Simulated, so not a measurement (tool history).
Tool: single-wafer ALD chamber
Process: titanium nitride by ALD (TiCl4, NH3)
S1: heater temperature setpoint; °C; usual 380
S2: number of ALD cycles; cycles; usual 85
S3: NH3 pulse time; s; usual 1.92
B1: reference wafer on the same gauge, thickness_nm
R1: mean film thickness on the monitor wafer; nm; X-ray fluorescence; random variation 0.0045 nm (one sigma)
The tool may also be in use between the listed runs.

run	day	S1	S2	S3	B1	R1
1	0.000	380	85	1.69	1.580	1.778
2	0.788	380	85	1.69	1.579	1.782
3	1.825	390	85	1.92	1.579	1.798
4	3.283	390	85	1.92	1.579	1.793
5	4.650	380	85	1.92	1.578	1.788
6	5.917	380	85	1.92	1.580	1.800
7	6.829	380	85	2.43	1.580	1.814
8	7.921	380	85	2.43	1.581	1.809
9	8.783	380	85	1.92	1.580	1.786
10	9.871	380	85	1.92	1.580	1.789
11	11.125	380	85	1.92	1.579	1.789
# day 12.500: thermocouple changed; heater temperature recalibrated
12	12.521	380	85	1.92	1.580	1.786
13	13.362	380	85	1.92	1.579	1.786
14	14.200	380	85	1.92	1.581	1.789
15	15.546	380	85	1.92	1.579	1.792
# day 16.262: gauge calibrated
16	16.854	391	93	1.92	1.580	1.980
17	18.033	380	85	1.92	1.581	1.789
18	19.025	380	75	1.92	1.579	1.573
19	23.483	390	69	1.92	1.579	1.470
20	24.262	380	74	1.92	1.579	1.560
# day 27.008: showerhead replaced
21	28.225	394	85	1.92	1.580	1.810
22	30.075	380	85	1.92	1.580	1.786
23	31.146	380	85	1.92	1.580	1.788
24	35.233	373	85	2.60	1.579	1.804
25	36.183	380	85	1.92	1.580	1.789

Run 26 comes next. What will it give?
26	37.196	392	78	1.92	?	?

B1: 1.579
R1: 1.655 nm
Without the tool's hidden state the same run would have given R1 1.655 nm.
